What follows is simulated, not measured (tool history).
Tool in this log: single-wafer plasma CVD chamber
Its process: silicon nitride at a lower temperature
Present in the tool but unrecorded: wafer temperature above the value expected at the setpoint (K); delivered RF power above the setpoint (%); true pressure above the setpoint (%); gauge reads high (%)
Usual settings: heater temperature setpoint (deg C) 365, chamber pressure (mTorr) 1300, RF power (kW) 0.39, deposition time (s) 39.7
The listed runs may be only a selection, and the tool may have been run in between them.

run,hour,heater temperature setpoint (deg C),chamber pressure (mTorr),RF power (kW),deposition time (s),wafers since the last listed run,hours since the last thermocouple change,hours since the last RF generator calibration,hours since the last manometer calibration,hours since the showerhead was replaced,hours since the gauge calibration,"read-back reference wafer on the same gauge, thickness_nm",mean film thickness on the monitor wafer (angstrom)
1,0,365,1300,0.39,39.7,0,3145.9,497.5,541.5,5160.3,267.7,45.996,505.54
2,56.8,365,1300,0.39,39.7,1325,3202.7,554.3,598.3,5217.1,324.5,45.992,499.66
3,76.3,371,1300,0.39,39.7,455,3222.2,573.8,617.8,5236.6,344,45.999,499.04
4,111.2,365,1300,0.39,39.7,814,3257.1,608.7,652.7,5271.5,378.9,46.017,500.82
5,146.5,365,1300,0.39,39.7,823,3292.4,644,688,5306.8,414.2,45.993,502.06
6,167.8,365,1300,0.39,39.7,497,3313.7,665.3,709.3,5328.1,435.5,45.988,502.54
# hour 182.5: thermocouple changed; heater temperature recalibrated
7,190.9,365,1300,0.39,39.7,352,8.4,688.4,732.4,5351.2,458.6,46.038,499.26
8,221.7,365,1300,0.39,39.7,718,39.2,719.2,763.2,5382,489.4,46.014,498.96
9,254.3,365,1300,0.39,39.7,760,71.8,751.8,795.8,5414.6,522,46.002,498.78
10,276.2,351,1180,0.445,45.1,511,93.7,773.7,817.7,5436.5,543.9,45.976,588.05
# hour 286: gauge calibrated
# hour 293.1: capacitance manometer re-zeroed and calibrated
# hour 306.3: showerhead replaced
11,306.8,365,1300,0.36,39.7,340,124.3,804.3,13.7,0.5,20.8,46.01,474.15
# hour 320.4: RF generator calibrated
12,324.4,371,1300,0.39,39.7,224,141.9,4,31.3,18.1,38.4,46.024,506.92
13,346.2,369,1300,0.39,44.6,508,163.7,25.8,53.1,39.9,60.2,46.023,571.1
14,381.6,365,1300,0.39,39.7,826,199.1,61.2,88.5,75.3,95.6,45.994,505.12
15,395.3,380,1470,0.39,39.7,319,212.8,74.9,102.2,89,109.3,46.003,531.48
16,424.8,373,1300,0.37,39.7,688,242.3,104.4,131.7,118.5,138.8,45.985,489.94
17,444.4,365,1300,0.39,39.7,457,261.9,124,151.3,138.1,158.4,46.018,507.18

For run 18, what comes out?
18,476,365,1300,0.39,39.7,737,293.5,155.6,182.9,169.7,190,?,?

read-back reference wafer on the same gauge, thickness_nm: 46.001
mean film thickness on the monitor wafer (angstrom): 505.72
With no hidden state in the tool, this same run would have given mean film thickness on the monitor wafer (angstrom) 506.96.
